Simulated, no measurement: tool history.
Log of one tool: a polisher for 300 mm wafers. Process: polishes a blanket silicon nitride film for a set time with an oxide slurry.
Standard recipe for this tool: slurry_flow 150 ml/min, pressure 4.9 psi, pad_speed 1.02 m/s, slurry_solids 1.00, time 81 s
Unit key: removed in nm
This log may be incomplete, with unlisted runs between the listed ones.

run    hour  slurry_flow  pressure  pad_speed  slurry_solids  time  incoming thickness of the incoming film, nm  removed
  1     0.0          150       4.9       1.02           1.00    81                                        253.1     57.3
  2    71.0          150       4.9       1.02           1.00    81                                        254.2     56.6
  3   102.0          150       4.9       1.02           1.00    81                                        254.7     56.2
      184.8  -- slurry nozzle cleaned
  4   212.7          150       4.9       1.02           1.00    81                                        250.3     58.3
      259.8  -- conditioning disc replaced and pad reconditioned
  5   262.8          185       4.2       1.02           1.00    81                                        253.3     54.8
  6   314.0          150       4.9       1.02           1.00    69                                        246.7     49.6
  7   376.3          150       4.9       1.02           1.00    81                                        251.3     58.3
      418.4  -- head pressure recalibrated
      427.3  -- worn pad replaced by a new one
      433.2  -- slurry blender recalibrated
  8   437.6          150       4.9       1.34           0.85    70                                        250.5     52.2
  9   474.3          150       4.9       1.02           1.00   100                                        249.5     70.7
 10   506.6          150       5.5       1.02           0.70   106                                        248.5     63.0
      578.6  -- slurry nozzle cleaned
 11   654.0          150       4.9       1.28           1.00    81                                        253.0     63.8
 12   691.2          150       4.9       1.02           1.00    81                                        249.6     58.1
      872.0  -- conditioning disc replaced and pad reconditioned
      878.6  -- worn pad replaced by a new one
 13   890.6          185       4.9       0.72           1.00    81                                        251.4     51.6
      905.0  -- slurry blender recalibrated
      917.7  -- head pressure recalibrated
 14   955.9          150       4.9       1.02           1.00    81                                        247.3     55.4
      966.1  -- slurry nozzle cleaned
 15   990.0          150       6.4       0.80           1.00    81                                        249.0     60.0
 16  1027.4          185       4.9       0.72           1.00    81                                        254.6     51.9
 17  1085.7          150       4.9       1.02           1.00    81                                        248.6     58.4
 18  1154.9          150       4.9       0.76           1.00    91                                        249.0     58.0
 19  1217.8          150       4.9       1.02           1.00    81                                        247.1     57.9
 20  1261.4          150       4.9       1.02           1.00   104                                        254.3     73.9
 21  1316.7          150       4.9       0.84           1.00    81                                        246.5     52.1
     1342.4  -- worn pad replaced by a new one
 22  1355.6          150       4.9       1.02           1.00    81                                        250.7     56.5
 23  1387.8          115       4.9       1.14           0.85    67                                        248.6     43.8
     1407.5  -- slurry blender recalibrated
     1408.8  -- head pressure recalibrated
     1414.3  -- slurry nozzle cleaned
 24  1448.3          135       4.9       1.02           1.00    97                                        252.8     70.5
 25  1472.6          150       4.9       1.28           0.85    81                                        248.2     58.9

Branching from run 25: 4 alternative next runs. What would each branch give?
  A  1473.1          150       4.9       1.02           1.00    81                                        247.1        ?
  B  1473.1          115       4.9       0.72           1.00    92                                        247.1        ?
  C  1473.1          150       6.1       1.02           1.00    81                                        247.1        ?
  D  1473.1          150       4.9       0.66           1.00    81                                        247.1        ?

run  removed
  A     58.0
  B     55.6
  C     64.1
  D     48.9
With no hidden state in the tool, these same runs would have given:
run  removed
  A     58.4
  B     56.0
  C     64.5
  D     49.2
